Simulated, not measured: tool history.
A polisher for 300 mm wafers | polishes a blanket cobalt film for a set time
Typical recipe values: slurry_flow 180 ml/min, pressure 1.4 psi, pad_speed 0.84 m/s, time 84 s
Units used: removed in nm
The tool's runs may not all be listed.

run	hour	slurry_flow	pressure	pad_speed	time	incoming thickness of the incoming film, nm	removed
1	0	180	1.4	0.84	84	1000.6	272.7
2	30	180	1.4	0.84	84	993.8	265.2
3	42.4	180	1.4	0.64	96	992.3	228.4
4	68.9	180	1.4	0.64	96	1002.2	232.2
5	96.5	180	1.4	0.84	84	1011.3	258.3
6	113	180	1.4	0.84	84	1019.5	261.3
7	145.4	180	1.4	0.84	84	1007.9	273.3
8	178.6	180	1.4	0.84	105	996	339.4
9	194.2	165	1.4	0.84	84	995.5	259.2
10	229	180	1.4	0.84	84	986.5	264.2
11	284.9	180	1.4	0.84	84	1005.9	255.9
12	315.7	180	1.4	0.84	84	1010	273
13	350.9	180	1.4	0.84	84	986	262.9
14	372.9	180	1.4	0.84	84	1011.7	267
15	394.5	180	1	0.84	100	1017.5	258.9
16	414.4	180	1	0.84	84	987.7	211.9
17	432.7	180	1	0.84	84	993.2	210.6
18	462.4	180	1.4	0.84	84	991.4	270.9
19	492.9	180	1.4	0.84	84	995.1	272.3
20	518.4	180	1.4	0.84	84	991.1	269.6
21	587.2	160	1.4	0.84	107	1005.2	320.6
22	619.2	180	1.1	0.84	68	995.6	192
23	643.2	160	1.4	0.84	84	991.5	261.7
24	677.2	180	1.4	0.6	84	988.5	227.9
25	705.6	180	1.4	0.84	84	994.2	265.7
26	718.3	240	1.7	0.84	100	995.3	364.6
27	733.5	180	1.4	1.04	103	1008.7	346.1
28	765	180	1.4	0.84	84	996.1	249.4
29	788.3	220	1.4	0.84	84	1000.8	274.3

Put back what was entered between runs (9 entries, withheld): which listed runs does each sit between, and how does the hidden state differ from the listed run before to the listed run after?
Runs 6 to 7: slurry nozzle cleaned (hour 126.1); worn pad replaced by a new one (hour 126.4)
  removal rate lost through wear of the pad, %: 6.57 -> 1.44
  measured less the result without the state, removed: -18.4 -> -4 nm
Runs 11 to 12: worn pad replaced by a new one, of another model than before (hour 291.9)
  removal rate lost through wear of the pad, %: 7.82 -> 1.13
  measured less the result without the state, removed: -21.7 -> -3.1 nm
Runs 13 to 14: slurry nozzle cleaned (hour 367.8)
  removal rate lost through wear of the pad, %: 2.74 -> 3.75
  measured less the result without the state, removed: -7.4 -> -10.4 nm
Runs 17 to 18: worn pad replaced by a new one (hour 460.8)
  removal rate lost through wear of the pad, %: 6.49 -> 0.653
  measured less the result without the state, removed: -14.6 -> -1.8 nm
Runs 19 to 20: head pressure recalibrated (hour 514.4)
  removal rate lost through wear of the pad, %: 2.05 -> 3.22
  measured less the result without the state, removed: -5.7 -> -9 nm
Runs 21 to 22: slurry nozzle cleaned (hour 589.1); worn pad replaced by a new one (hour 601)
  removal rate lost through wear of the pad, %: 6.37 -> 1.43
  measured less the result without the state, removed: -21.8 -> -2.8 nm
Runs 28 to 29: worn pad replaced by a new one (hour 779.3)
  removal rate lost through wear of the pad, %: 8.11 -> 1.32
  measured less the result without the state, removed: -22 -> -3.6 nm
